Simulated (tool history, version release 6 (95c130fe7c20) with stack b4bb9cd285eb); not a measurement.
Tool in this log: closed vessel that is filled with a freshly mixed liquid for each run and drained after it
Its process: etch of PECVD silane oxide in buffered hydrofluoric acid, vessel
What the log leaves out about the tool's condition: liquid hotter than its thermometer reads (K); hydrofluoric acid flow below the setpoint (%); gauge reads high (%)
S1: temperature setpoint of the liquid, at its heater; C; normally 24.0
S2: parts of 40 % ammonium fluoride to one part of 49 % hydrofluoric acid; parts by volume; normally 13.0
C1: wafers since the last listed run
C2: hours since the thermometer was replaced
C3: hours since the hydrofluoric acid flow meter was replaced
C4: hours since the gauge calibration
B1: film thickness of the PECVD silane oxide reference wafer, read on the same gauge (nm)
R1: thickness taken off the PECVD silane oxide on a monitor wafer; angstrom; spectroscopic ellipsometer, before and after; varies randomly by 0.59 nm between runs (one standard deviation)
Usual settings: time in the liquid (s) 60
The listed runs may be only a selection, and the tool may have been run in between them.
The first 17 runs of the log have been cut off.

{"run": 18, "hour": 971.3, "S1": 24.0, "S2": 9.5, "time in the liquid (s)": 90, "C1": 2846, "C2": 380.6, "C3": 77.0, "C4": 338.7, "B1": 40.02, "R1": 1365.1}
{"run": 19, "hour": 1013.6, "S1": 24.0, "S2": 13.0, "time in the liquid (s)": 60, "C1": 3335, "C2": 422.9, "C3": 119.3, "C4": 381.0, "B1": 40.0, "R1": 689.4}
{"run": 20, "hour": 1053.4, "S1": 24.0, "S2": 17.0, "time in the liquid (s)": 50, "C1": 3138, "C2": 462.7, "C3": 159.1, "C4": 420.8, "B1": 40.01, "R1": 448.1}
{"run": 21, "hour": 1124.3, "S1": 27.5, "S2": 9.5, "time in the liquid (s)": 40, "C1": 5591, "C2": 533.6, "C3": 230.0, "C4": 491.7, "B1": 40.01, "R1": 751.0}
{"run": 22, "hour": 1194.7, "S1": 29.0, "S2": 16.0, "time in the liquid (s)": 85, "C1": 5551, "C2": 604.0, "C3": 300.4, "C4": 562.1, "B1": 39.98, "R1": 1033.9}
{"run": 23, "hour": 1265.4, "S1": 24.0, "S2": 13.0, "time in the liquid (s)": 40, "C1": 5575, "C2": 674.7, "C3": 371.1, "C4": 632.8, "B1": 40.01, "R1": 459.5}
{"hour": 1284.2, "done": "thermometer replaced"}
{"run": 24, "hour": 1307.9, "S1": 28.5, "S2": 13.0, "time in the liquid (s)": 60, "C1": 3272, "C2": 23.7, "C3": 413.6, "C4": 675.3, "B1": 39.98, "R1": 823.3}
{"run": 25, "hour": 1379.5, "S1": 24.0, "S2": 13.0, "time in the liquid (s)": 60, "C1": 5646, "C2": 95.3, "C3": 485.2, "C4": 746.9, "B1": 39.98, "R1": 645.6}
{"run": 26, "hour": 1438.5, "S1": 24.0, "S2": 13.0, "time in the liquid (s)": 60, "C1": 4652, "C2": 154.3, "C3": 544.2, "C4": 805.9, "B1": 39.99, "R1": 640.0}
{"run": 27, "hour": 1492.9, "S1": 25.5, "S2": 16.5, "time in the liquid (s)": 75, "C1": 4290, "C2": 208.7, "C3": 598.6, "C4": 860.3, "B1": 40.01, "R1": 680.6}
{"run": 28, "hour": 1523.4, "S1": 24.0, "S2": 16.0, "time in the liquid (s)": 35, "C1": 2405, "C2": 239.2, "C3": 629.1, "C4": 890.8, "B1": 40.0, "R1": 305.5}
{"run": 29, "hour": 1577.5, "S1": 20.5, "S2": 17.5, "time in the liquid (s)": 75, "C1": 4266, "C2": 293.3, "C3": 683.2, "C4": 944.9, "B1": 39.98, "R1": 500.7}
{"run": 30, "hour": 1634.3, "S1": 25.5, "S2": 13.0, "time in the liquid (s)": 60, "C1": 4479, "C2": 350.1, "C3": 740.0, "C4": 1001.7, "B1": 40.01, "R1": 700.1}
{"run": 31, "hour": 1766.5, "S1": 21.5, "S2": 13.0, "time in the liquid (s)": 70, "C1": 10425, "C2": 482.3, "C3": 872.2, "C4": 1133.9, "B1": 39.99, "R1": 647.3}

Predict each of these 5 candidate next runs independently; none follows another, all start after run 31:
{"run": "A", "hour": 1767.2, "S1": 24.0, "S2": 13.0, "time in the liquid (s)": 60, "C1": 55, "C2": 483.0, "C3": 872.9, "C4": 1134.6, "B1": "?", "R1": "?"}
{"run": "B", "hour": 1767.2, "S1": 28.5, "S2": 11.5, "time in the liquid (s)": 35, "C1": 55, "C2": 483.0, "C3": 872.9, "C4": 1134.6, "B1": "?", "R1": "?"}
{"run": "C", "hour": 1767.2, "S1": 29.0, "S2": 11.0, "time in the liquid (s)": 60, "C1": 55, "C2": 483.0, "C3": 872.9, "C4": 1134.6, "B1": "?", "R1": "?"}
{"run": "D", "hour": 1767.2, "S1": 19.0, "S2": 13.0, "time in the liquid (s)": 75, "C1": 55, "C2": 483.0, "C3": 872.9, "C4": 1134.6, "B1": "?", "R1": "?"}
{"run": "E", "hour": 1767.2, "S1": 26.5, "S2": 13.0, "time in the liquid (s)": 75, "C1": 55, "C2": 483.0, "C3": 872.9, "C4": 1134.6, "B1": "?", "R1": "?"}

run=A B1=39.98 R1=641.2
run=B B1=39.98 R1=536.5
run=C B1=39.98 R1=986.0
run=D B1=39.98 R1=608.3
run=E B1=39.98 R1=916.9
With no hidden state in the tool, these same runs would have given:
run=A R1=667.4
run=B R1=559.1
run=C R1=1027.6
run=D R1=632.2
run=E R1=955.2

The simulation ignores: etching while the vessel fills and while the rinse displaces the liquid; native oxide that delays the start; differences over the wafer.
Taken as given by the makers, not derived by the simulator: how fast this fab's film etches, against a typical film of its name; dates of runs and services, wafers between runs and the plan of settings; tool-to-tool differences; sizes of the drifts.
